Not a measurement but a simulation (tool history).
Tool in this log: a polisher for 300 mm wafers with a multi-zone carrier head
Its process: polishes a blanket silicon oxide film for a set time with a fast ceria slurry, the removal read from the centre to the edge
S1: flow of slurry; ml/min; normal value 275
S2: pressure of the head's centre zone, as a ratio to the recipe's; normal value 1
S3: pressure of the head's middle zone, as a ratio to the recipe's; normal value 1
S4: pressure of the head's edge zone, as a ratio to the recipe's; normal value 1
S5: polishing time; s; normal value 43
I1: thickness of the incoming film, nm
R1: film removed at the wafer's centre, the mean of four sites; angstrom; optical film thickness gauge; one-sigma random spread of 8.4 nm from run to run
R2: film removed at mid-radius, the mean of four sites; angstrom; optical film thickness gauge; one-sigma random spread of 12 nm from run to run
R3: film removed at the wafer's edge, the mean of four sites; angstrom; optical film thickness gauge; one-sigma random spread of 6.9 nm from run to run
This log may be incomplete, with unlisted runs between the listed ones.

Run 1, hour 0: usual settings; I1 2146.9. Result: R1 8899 angstrom, R2 8972 angstrom, R3 9102 angstrom.
Run 2, hour 38.1: usual settings but S2 1.05; I1 2120.5. Result: R1 9457 angstrom, R2 8729 angstrom, R3 8954 angstrom.
Run 3, hour 64: usual settings but S5 49 s; I1 2088.6. Result: R1 10023 angstrom, R2 10142 angstrom, R3 10164 angstrom.
At hour 73.6: slurry nozzle cleaned.
Run 4, hour 91.1: usual settings but S2 0.89; I1 2126.9. Result: R1 7832 angstrom, R2 8542 angstrom, R3 8919 angstrom.
Run 5, hour 156.6: usual settings; I1 2150.4. Result: R1 8546 angstrom, R2 8613 angstrom, R3 8717 angstrom.
Run 6, hour 194.1: usual settings but S3 0.94, S5 32 s; I1 2157.9. Result: R1 6324 angstrom, R2 5929 angstrom, R3 6556 angstrom.
Run 7, hour 218.2: usual settings but S1 200 ml/min, S3 1.06, S4 0.95; I1 2085.8. Result: R1 8404 angstrom, R2 8744 angstrom, R3 8258 angstrom.
At hour 255.6: carrier head's membrane replaced by a new one.
Run 8, hour 278.2: usual settings but S1 230 ml/min, S4 0.97, S5 47 s; I1 2125. Result: R1 8929 angstrom, R2 9091 angstrom, R3 8998 angstrom.
Run 9, hour 330: usual settings but S1 320 ml/min, S2 1.08, S3 1.05, S5 54 s; I1 2127.5. Result: R1 11315 angstrom, R2 10737 angstrom, R3 10558 angstrom.
Run 10, hour 361: usual settings; I1 2133.5. Result: R1 8263 angstrom, R2 8243 angstrom, R3 8224 angstrom.
Run 11, hour 387.6: usual settings; I1 2126.8. Result: R1 8163 angstrom, R2 8185 angstrom, R3 8309 angstrom.
At hour 409.5: centre zone pressure recalibrated.
At hour 436.2: worn pad replaced by a new one.
Run 12, hour 447.3: usual settings; I1 2129. Result: R1 9043 angstrom, R2 8744 angstrom, R3 9161 angstrom.
Run 13, hour 493.1: usual settings but S3 1.1, S5 35 s; I1 2094.3. Result: R1 7298 angstrom, R2 7636 angstrom, R3 7346 angstrom.
At hour 535.7: slurry nozzle cleaned.
Run 14, hour 540.1: usual settings; I1 2165.6. Result: R1 8765 angstrom, R2 8830 angstrom, R3 8957 angstrom.
At hour 661.8: edge zone pressure recalibrated.
Run 15, hour 677.7: usual settings; I1 2088.4. Result: R1 8359 angstrom, R2 8515 angstrom, R3 8518 angstrom.
Run 16, hour 704: usual settings but S1 355 ml/min; I1 2116.1. Result: R1 8592 angstrom, R2 8641 angstrom, R3 8648 angstrom.
Run 17, hour 743.8: usual settings but S3 1.03, S4 1.09; I1 2155. Result: R1 8276 angstrom, R2 8641 angstrom, R3 8721 angstrom.
Run 18, hour 810.3: usual settings; I1 2113.9. Result: R1 8221 angstrom, R2 8362 angstrom, R3 8369 angstrom.
Run 19, hour 868.2: usual settings but S4 0.95, S5 34 s; I1 2112.2. Result: R1 6302 angstrom, R2 6497 angstrom, R3 6419 angstrom.
Run 20, hour 907.4: usual settings but S5 31 s; I1 2143.9. Result: R1 5757 angstrom, R2 5930 angstrom, R3 5835 angstrom.
Run 21, hour 932.9: usual settings but S1 220 ml/min, S2 0.89, S4 0.95; I1 2163.4. Result: R1 7018 angstrom, R2 8063 angstrom, R3 7939 angstrom.
At hour 946: worn pad replaced by a new one.
At hour 992.6: centre zone pressure recalibrated.
At hour 1111.8: slurry nozzle cleaned.
Run 22, hour 1114.9: usual settings but S3 0.91; I1 2120.1. Result: R1 8532 angstrom, R2 7948 angstrom, R3 8753 angstrom.

Run-by-run hidden state of the tool:
slurry flow missing at the pad, %: 0 across all the runs
deviation of the centre zone's pressure from its setpoint, %: 0 across all the runs
deviation of the edge zone's pressure from its setpoint, %: 0 across all the runs
H1: removal rate lost through wear of the pad, %
run     H1
  1  0.756
  2    1.6
  3   2.18
  4   2.79
  5   4.24
  6   5.08
  7   5.62
  8   6.95
  9   8.11
 10    8.8
 11   9.39
 12  0.344
 13   1.36
 14   2.41
 15   5.48
 16   6.06
 17   6.95
 18   8.43
 19   9.72
 20   10.6
 21   11.2
 22   4.06
